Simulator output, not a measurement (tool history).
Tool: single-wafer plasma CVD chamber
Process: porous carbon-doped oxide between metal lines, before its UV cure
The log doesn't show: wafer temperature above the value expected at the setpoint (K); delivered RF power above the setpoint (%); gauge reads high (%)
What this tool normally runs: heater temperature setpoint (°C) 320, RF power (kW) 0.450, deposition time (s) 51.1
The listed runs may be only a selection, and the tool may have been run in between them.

| run | hour | heater temperature setpoint (°C) | RF power (kW) | deposition time (s) | wafers since the last listed run | hours since the last thermocouple change | hours since the last RF generator calibration | hours since the showerhead was replaced | hours since the gauge calibration | read-back reference wafer on the same gauge, thickness_nm | mean film thickness on the monitor wafer (angstrom) |
|---|---|---|---|---|---|---|---|---|---|---|---|
| 1 | 0.0 | 312 | 0.450 | 43.8 | 0 | 2627.4 | 1316.7 | 6440.6 | 118.6 | 238.043 | 1986.74 |
| 2 | 6.2 | 312 | 0.450 | 43.8 | 168 | 2633.6 | 1322.9 | 6446.8 | 124.8 | 237.860 | 1983.92 |
| 3 | 13.9 | 312 | 0.450 | 43.8 | 208 | 2641.3 | 1330.6 | 6454.5 | 132.5 | 237.889 | 1988.58 |
| 4 | 31.8 | 320 | 0.450 | 51.1 | 485 | 2659.2 | 1348.5 | 6472.4 | 150.4 | 238.214 | 2199.10 |
| 5 | 42.1 | 320 | 0.450 | 51.1 | 279 | 2669.5 | 1358.8 | 6482.7 | 160.7 | 237.923 | 2198.97 |
| 6 | 48.5 | 320 | 0.450 | 51.1 | 173 | 2675.9 | 1365.2 | 6489.1 | 167.1 | 238.122 | 2195.83 |
| 7 | 66.1 | 320 | 0.450 | 51.1 | 477 | 2693.5 | 1382.8 | 6506.7 | 184.7 | 238.064 | 2194.25 |
| 8 | 73.3 | 320 | 0.450 | 51.1 | 195 | 2700.7 | 1390.0 | 6513.9 | 191.9 | 238.132 | 2192.53 |
| 9 | 83.8 | 320 | 0.450 | 51.1 | 284 | 2711.2 | 1400.5 | 6524.4 | 202.4 | 237.846 | 2192.12 |
| 10 | 99.0 | 320 | 0.450 | 51.1 | 412 | 2726.4 | 1415.7 | 6539.6 | 217.6 | 237.967 | 2194.15 |
| 11 | 108.8 | 320 | 0.450 | 51.1 | 265 | 2736.2 | 1425.5 | 6549.4 | 227.4 | 238.080 | 2197.40 |
| 12 | 116.1 | 320 | 0.450 | 51.1 | 197 | 2743.5 | 1432.8 | 6556.7 | 234.7 | 237.834 | 2192.88 |
| 13 | 128.7 | 320 | 0.450 | 51.1 | 341 | 2756.1 | 1445.4 | 6569.3 | 247.3 | 238.056 | 2196.76 |
|  | 138.0 | thermocouple changed; heater temperature recalibrated |
| 14 | 142.6 | 320 | 0.450 | 51.1 | 159 | 4.6 | 1459.3 | 6583.2 | 261.2 | 238.103 | 2105.06 |
| 15 | 160.0 | 320 | 0.450 | 51.1 | 471 | 22.0 | 1476.7 | 6600.6 | 278.6 | 238.095 | 2096.79 |
| 16 | 175.2 | 327 | 0.365 | 47.0 | 412 | 37.2 | 1491.9 | 6615.8 | 293.8 | 238.157 | 1570.97 |
|  | 178.4 | gauge calibrated |
| 17 | 185.3 | 320 | 0.450 | 51.1 | 273 | 47.3 | 1502.0 | 6625.9 | 6.9 | 237.863 | 2096.52 |
| 18 | 199.0 | 320 | 0.450 | 60.9 | 371 | 61.0 | 1515.7 | 6639.6 | 20.6 | 237.754 | 2493.86 |
| 19 | 210.6 | 320 | 0.450 | 51.1 | 314 | 72.6 | 1527.3 | 6651.2 | 32.2 | 237.927 | 2095.57 |
| 20 | 227.4 | 320 | 0.450 | 51.1 | 455 | 89.4 | 1544.1 | 6668.0 | 49.0 | 237.836 | 2091.97 |
|  | 241.3 | RF generator calibrated |
|  | 244.6 | showerhead replaced |
| 21 | 245.1 | 316 | 0.375 | 43.4 | 173 | 107.1 | 3.8 | 0.5 | 66.7 | 237.891 | 1662.09 |
| 22 | 245.4 | 330 | 0.530 | 48.0 | 8 | 107.4 | 4.1 | 0.8 | 67.0 | 238.131 | 2198.44 |
| 23 | 260.0 | 311 | 0.400 | 43.7 | 395 | 122.0 | 18.7 | 15.4 | 81.6 | 237.859 | 1814.31 |
| 24 | 271.3 | 320 | 0.475 | 55.8 | 306 | 133.3 | 30.0 | 26.7 | 92.9 | 238.077 | 2501.03 |
| 25 | 281.1 | 314 | 0.515 | 51.1 | 265 | 143.1 | 39.8 | 36.5 | 102.7 | 237.927 | 2518.14 |
| 26 | 293.2 | 325 | 0.535 | 60.8 | 328 | 155.2 | 51.9 | 48.6 | 114.8 | 237.867 | 2870.71 |
| 27 | 304.2 | 320 | 0.450 | 51.1 | 298 | 166.2 | 62.9 | 59.6 | 125.8 | 238.152 | 2210.65 |
| 28 | 318.9 | 320 | 0.535 | 53.9 | 398 | 180.9 | 77.6 | 74.3 | 140.5 | 238.185 | 2618.31 |

Estimate the outcome of run 29 from the log above:
| 29 | 332.6 | 320 | 0.495 | 51.1 | 371 | 194.6 | 91.3 | 88.0 | 154.2 | ? | ? |

{"run 29": {"read-back reference wafer on the same gauge, thickness_nm": 238.019, "mean film thickness on the monitor wafer (angstrom)": 2360.3}}
On a tool with no hidden condition, and with the same random variation, this run would have come out at mean film thickness on the monitor wafer (angstrom) 2376.96.
